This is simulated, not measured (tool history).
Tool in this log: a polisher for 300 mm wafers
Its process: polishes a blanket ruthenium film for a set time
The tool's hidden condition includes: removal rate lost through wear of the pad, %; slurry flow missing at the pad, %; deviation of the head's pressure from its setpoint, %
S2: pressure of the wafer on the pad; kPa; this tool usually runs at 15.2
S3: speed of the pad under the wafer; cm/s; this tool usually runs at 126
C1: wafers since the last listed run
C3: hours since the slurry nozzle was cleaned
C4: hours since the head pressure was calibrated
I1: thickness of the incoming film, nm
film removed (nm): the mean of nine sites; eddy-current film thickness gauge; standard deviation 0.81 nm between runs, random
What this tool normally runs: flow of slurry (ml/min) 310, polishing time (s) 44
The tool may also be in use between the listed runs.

{"run": 1, "day": 0.0, "flow of slurry (ml/min)": 310, "S2": 15.2, "S3": 126, "polishing time (s)": 44, "C1": 0, "wafers polished on this pad": 1107, "C3": 36.3, "C4": 404.3, "I1": 641.9, "film removed (nm)": 72.6}
{"run": 2, "day": 1.296, "flow of slurry (ml/min)": 310, "S2": 15.2, "S3": 126, "polishing time (s)": 44, "C1": 329, "wafers polished on this pad": 1437, "C3": 67.4, "C4": 435.4, "I1": 643.8, "film removed (nm)": 72.1}
{"run": 3, "day": 2.371, "flow of slurry (ml/min)": 310, "S2": 15.2, "S3": 126, "polishing time (s)": 44, "C1": 273, "wafers polished on this pad": 1710, "C3": 93.2, "C4": 461.2, "I1": 652.1, "film removed (nm)": 72.9}
{"run": 4, "day": 3.571, "flow of slurry (ml/min)": 310, "S2": 15.2, "S3": 126, "polishing time (s)": 44, "C1": 305, "wafers polished on this pad": 2016, "C3": 122, "C4": 490, "I1": 635.7, "film removed (nm)": 71.5}
{"day": 3.842, "done": "worn pad replaced by a new one"}
{"run": 5, "day": 4.162, "flow of slurry (ml/min)": 310, "S2": 15.2, "S3": 126, "polishing time (s)": 44, "C1": 108, "wafers polished on this pad": 81, "C3": 136.2, "C4": 504.2, "I1": 647.6, "film removed (nm)": 74.3}
{"run": 6, "day": 5.488, "flow of slurry (ml/min)": 310, "S2": 15.2, "S3": 126, "polishing time (s)": 44, "C1": 337, "wafers polished on this pad": 419, "C3": 168, "C4": 536, "I1": 634, "film removed (nm)": 74.3}
{"run": 7, "day": 6.512, "flow of slurry (ml/min)": 310, "S2": 15.2, "S3": 106, "polishing time (s)": 44, "C1": 261, "wafers polished on this pad": 680, "C3": 192.6, "C4": 560.6, "I1": 641.2, "film removed (nm)": 61.1}
{"run": 8, "day": 7.262, "flow of slurry (ml/min)": 310, "S2": 15.2, "S3": 106, "polishing time (s)": 44, "C1": 190, "wafers polished on this pad": 871, "C3": 210.6, "C4": 578.6, "I1": 633.4, "film removed (nm)": 62.1}
{"run": 9, "day": 8.471, "flow of slurry (ml/min)": 310, "S2": 15.2, "S3": 126, "polishing time (s)": 44, "C1": 307, "wafers polished on this pad": 1178, "C3": 239.6, "C4": 607.6, "I1": 642.6, "film removed (nm)": 71.3}
{"day": 8.988, "done": "head pressure recalibrated"}
{"run": 10, "day": 11.708, "flow of slurry (ml/min)": 310, "S2": 15.2, "S3": 126, "polishing time (s)": 44, "C1": 803, "wafers polished on this pad": 1982, "C3": 317.3, "C4": 65.3, "I1": 649.2, "film removed (nm)": 72}
{"day": 13.629, "done": "worn pad replaced by a new one"}
{"run": 11, "day": 14.983, "flow of slurry (ml/min)": 310, "S2": 15.2, "S3": 126, "polishing time (s)": 44, "C1": 791, "wafers polished on this pad": 344, "C3": 395.9, "C4": 143.9, "I1": 627.8, "film removed (nm)": 66}
{"run": 12, "day": 16.129, "flow of slurry (ml/min)": 310, "S2": 15.2, "S3": 126, "polishing time (s)": 44, "C1": 291, "wafers polished on this pad": 636, "C3": 423.4, "C4": 171.4, "I1": 641.2, "film removed (nm)": 66.5}
{"run": 13, "day": 17.438, "flow of slurry (ml/min)": 310, "S2": 15.2, "S3": 126, "polishing time (s)": 44, "C1": 333, "wafers polished on this pad": 969, "C3": 454.8, "C4": 202.8, "I1": 655.2, "film removed (nm)": 64.2}
{"run": 14, "day": 18.579, "flow of slurry (ml/min)": 310, "S2": 15.2, "S3": 126, "polishing time (s)": 44, "C1": 290, "wafers polished on this pad": 1260, "C3": 482.2, "C4": 230.2, "I1": 642.7, "film removed (nm)": 63.6}
{"run": 15, "day": 19.988, "flow of slurry (ml/min)": 310, "S2": 15.2, "S3": 126, "polishing time (s)": 44, "C1": 358, "wafers polished on this pad": 1619, "C3": 516, "C4": 264, "I1": 641.9, "film removed (nm)": 66}
{"day": 22.171, "done": "worn pad replaced by a new one, repeated, since the last time left the tool worse"}
{"run": 16, "day": 22.888, "flow of slurry (ml/min)": 310, "S2": 19.3, "S3": 126, "polishing time (s)": 44, "C1": 696, "wafers polished on this pad": 182, "C3": 585.6, "C4": 333.6, "I1": 641.2, "film removed (nm)": 94.5}
{"run": 17, "day": 24.0, "flow of slurry (ml/min)": 310, "S2": 15.2, "S3": 126, "polishing time (s)": 44, "C1": 283, "wafers polished on this pad": 465, "C3": 612.3, "C4": 360.3, "I1": 631.9, "film removed (nm)": 72.8}
{"run": 18, "day": 25.158, "flow of slurry (ml/min)": 310, "S2": 15.2, "S3": 126, "polishing time (s)": 44, "C1": 294, "wafers polished on this pad": 760, "C3": 640.1, "C4": 388.1, "I1": 640.1, "film removed (nm)": 73.1}
{"run": 19, "day": 26.162, "flow of slurry (ml/min)": 270, "S2": 15.2, "S3": 126, "polishing time (s)": 44, "C1": 255, "wafers polished on this pad": 1016, "C3": 664.2, "C4": 412.2, "I1": 635.4, "film removed (nm)": 71.7}
{"run": 20, "day": 27.517, "flow of slurry (ml/min)": 310, "S2": 12.4, "S3": 126, "polishing time (s)": 44, "C1": 344, "wafers polished on this pad": 1361, "C3": 696.7, "C4": 444.7, "I1": 650.7, "film removed (nm)": 60.4}
{"run": 21, "day": 28.733, "flow of slurry (ml/min)": 310, "S2": 15.2, "S3": 126, "polishing time (s)": 44, "C1": 309, "wafers polished on this pad": 1671, "C3": 725.9, "C4": 473.9, "I1": 651.6, "film removed (nm)": 72.1}
{"run": 22, "day": 30.688, "flow of slurry (ml/min)": 310, "S2": 15.2, "S3": 126, "polishing time (s)": 44, "C1": 497, "wafers polished on this pad": 2168, "C3": 772.8, "C4": 520.8, "I1": 642.3, "film removed (nm)": 71.8}
{"day": 30.992, "done": "head pressure recalibrated"}
{"run": 23, "day": 31.354, "flow of slurry (ml/min)": 225, "S2": 15.2, "S3": 126, "polishing time (s)": 44, "C1": 148, "wafers polished on this pad": 2317, "C3": 788.8, "C4": 8.7, "I1": 628, "film removed (nm)": 70.4}
{"day": 32.1, "done": "worn pad replaced by a new one"}
{"run": 24, "day": 32.121, "flow of slurry (ml/min)": 345, "S2": 12.4, "S3": 104, "polishing time (s)": 44, "C1": 152, "wafers polished on this pad": 5, "C3": 807.2, "C4": 27.1, "I1": 639.4, "film removed (nm)": 51.4}
{"run": 25, "day": 32.638, "flow of slurry (ml/min)": 310, "S2": 15.2, "S3": 126, "polishing time (s)": 44, "C1": 131, "wafers polished on this pad": 136, "C3": 819.6, "C4": 39.5, "I1": 648.7, "film removed (nm)": 75}
{"run": 26, "day": 33.817, "flow of slurry (ml/min)": 310, "S2": 16.5, "S3": 126, "polishing time (s)": 44, "C1": 300, "wafers polished on this pad": 436, "C3": 847.9, "C4": 67.8, "I1": 629.9, "film removed (nm)": 81.1}
{"day": 34.279, "done": "slurry nozzle cleaned"}
{"run": 27, "day": 35.046, "flow of slurry (ml/min)": 310, "S2": 15.2, "S3": 126, "polishing time (s)": 44, "C1": 302, "wafers polished on this pad": 739, "C3": 18.4, "C4": 97.3, "I1": 630.6, "film removed (nm)": 73.3}
{"run": 28, "day": 36.075, "flow of slurry (ml/min)": 310, "S2": 15.2, "S3": 126, "polishing time (s)": 44, "C1": 262, "wafers polished on this pad": 1001, "C3": 43.1, "C4": 122, "I1": 637.6, "film removed (nm)": 73.1}
{"run": 29, "day": 37.333, "flow of slurry (ml/min)": 360, "S2": 20.7, "S3": 126, "polishing time (s)": 35, "C1": 320, "wafers polished on this pad": 1321, "C3": 73.3, "C4": 152.2, "I1": 630.9, "film removed (nm)": 80.2}
{"run": 30, "day": 38.283, "flow of slurry (ml/min)": 310, "S2": 15.2, "S3": 126, "polishing time (s)": 34, "C1": 241, "wafers polished on this pad": 1563, "C3": 96.1, "C4": 175, "I1": 635.5, "film removed (nm)": 55.6}
{"run": 31, "day": 38.862, "flow of slurry (ml/min)": 350, "S2": 11, "S3": 152, "polishing time (s)": 31, "C1": 147, "wafers polished on this pad": 1711, "C3": 110, "C4": 188.9, "I1": 629.4, "film removed (nm)": 45.8}
{"run": 32, "day": 39.417, "flow of slurry (ml/min)": 310, "S2": 15.2, "S3": 126, "polishing time (s)": 44, "C1": 141, "wafers polished on this pad": 1852, "C3": 123.3, "C4": 202.2, "I1": 643.7, "film removed (nm)": 71.6}
{"run": 33, "day": 40.825, "flow of slurry (ml/min)": 345, "S2": 15.2, "S3": 96, "polishing time (s)": 44, "C1": 358, "wafers polished on this pad": 2210, "C3": 157.1, "C4": 236, "I1": 644.8, "film removed (nm)": 54.6}
{"day": 41.8, "done": "worn pad replaced by a new one"}
{"run": 34, "day": 41.821, "flow of slurry (ml/min)": 255, "S2": 16.5, "S3": 126, "polishing time (s)": 31, "C1": 211, "wafers polished on this pad": 5, "C3": 181, "C4": 259.9, "I1": 638, "film removed (nm)": 58}
{"run": 35, "day": 42.521, "flow of slurry (ml/min)": 310, "S2": 15.2, "S3": 126, "polishing time (s)": 44, "C1": 178, "wafers polished on this pad": 183, "C3": 197.8, "C4": 276.7, "I1": 646.3, "film removed (nm)": 74}
{"run": 36, "day": 43.438, "flow of slurry (ml/min)": 310, "S2": 18.6, "S3": 106, "polishing time (s)": 44, "C1": 233, "wafers polished on this pad": 416, "C3": 219.8, "C4": 298.7, "I1": 636.8, "film removed (nm)": 76}
{"run": 37, "day": 44.538, "flow of slurry (ml/min)": 310, "S2": 15.2, "S3": 126, "polishing time (s)": 37, "C1": 280, "wafers polished on this pad": 696, "C3": 246.2, "C4": 325.1, "I1": 633.3, "film removed (nm)": 63.2}

Entry by entry between the runs, the difference in hidden state between the last listed run before and the first listed run after:
After run 4, before run 5: worn pad replaced by a new one (day 3.842)
  removal rate lost through wear of the pad, %: 5.46 -> 1.04
  measured less the result without the state, film removed (nm): -4.1 -> -0.8
After run 9, before run 10: head pressure recalibrated (day 8.988)
  removal rate lost through wear of the pad, %: 4.92 -> 5.71
  measured less the result without the state, film removed (nm): -3.6 -> -4.4
After run 10, before run 11: worn pad replaced by a new one (day 13.629)
  removal rate lost through wear of the pad, %: 5.71 -> 12.3
  measured less the result without the state, film removed (nm): -4.4 -> -9.2
After run 15, before run 16: worn pad replaced by a new one, repeated, since the last time left the tool worse (day 22.171)
  removal rate lost through wear of the pad, %: 15.3 -> 2.02
  measured less the result without the state, film removed (nm): -11.9 -> -1.9
After run 22, before run 23: head pressure recalibrated (day 30.992)
  removal rate lost through wear of the pad, %: 6.14 -> 6.2
  measured less the result without the state, film removed (nm): -4.7 -> -4.6
After run 23, before run 24: worn pad replaced by a new one (day 32.1)
  removal rate lost through wear of the pad, %: 6.2 -> 0.179
  measured less the result without the state, film removed (nm): -4.6 -> -0.1
After run 26, before run 27: slurry nozzle cleaned (day 34.279)
  removal rate lost through wear of the pad, %: 2.62 -> 3.7
  measured less the result without the state, film removed (nm): -2.2 -> -2.8
After run 33, before run 34: worn pad replaced by a new one (day 41.8)
  removal rate lost through wear of the pad, %: 5.49 -> 0.481
  measured less the result without the state, film removed (nm): -3.1 -> -0.3

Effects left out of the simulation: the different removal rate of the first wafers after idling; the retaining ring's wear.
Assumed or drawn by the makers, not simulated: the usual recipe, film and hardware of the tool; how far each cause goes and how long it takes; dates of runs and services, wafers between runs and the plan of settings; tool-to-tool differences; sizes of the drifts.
